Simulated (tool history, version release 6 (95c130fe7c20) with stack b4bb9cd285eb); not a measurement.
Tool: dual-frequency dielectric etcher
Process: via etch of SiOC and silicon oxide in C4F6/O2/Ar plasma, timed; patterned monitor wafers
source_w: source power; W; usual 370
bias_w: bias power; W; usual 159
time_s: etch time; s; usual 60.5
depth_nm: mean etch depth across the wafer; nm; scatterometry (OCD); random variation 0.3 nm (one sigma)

run	hour	source_w	bias_w	time_s	read-back reference wafer on the same gauge, depth_nm	depth_nm
1	0.0	340	159	68.5	74.4	67.4
2	65.6	340	159	68.5	74.5	69.0
3	116.4	370	159	70.0	74.5	73.5
4	157.8	370	159	60.5	74.4	64.2
5	226.3	370	159	60.5	74.4	64.0
# hour 274.8: bias power generator calibrated
6	275.3	370	159	60.5	74.5	65.3
# hour 290.8: gauge calibrated
7	322.1	310	159	60.5	74.5	58.0
# hour 377.0: wet clean of the chamber
8	377.5	370	159	66.5	74.5	68.1
# hour 458.8: upper electrode replaced
9	459.3	370	159	60.5	74.4	62.9
# hour 473.4: source power generator calibrated
10	513.4	340	159	55.0	74.3	54.5
11	554.9	370	159	45.5	74.4	47.5
12	599.1	310	159	49.5	74.5	46.5
13	659.4	370	173	60.5	74.5	66.2
14	684.6	370	159	60.5	74.4	63.9
15	717.6	370	187	60.5	74.6	68.5

3 ways to go on from here, each from the tool as it stands after run 15. What would each give?
A	718.0	370	159	60.5	?	?
B	718.0	300	198	77.5	?	?
C	718.0	330	159	67.5	?	?

run	read-back reference wafer on the same gauge, depth_nm	depth_nm
A	74.6	63.9
B	74.6	77.7
C	74.6	66.2
Without the tool's hidden state the same runs would have given:
run	depth_nm
A	62.1
B	75.5
C	64.3

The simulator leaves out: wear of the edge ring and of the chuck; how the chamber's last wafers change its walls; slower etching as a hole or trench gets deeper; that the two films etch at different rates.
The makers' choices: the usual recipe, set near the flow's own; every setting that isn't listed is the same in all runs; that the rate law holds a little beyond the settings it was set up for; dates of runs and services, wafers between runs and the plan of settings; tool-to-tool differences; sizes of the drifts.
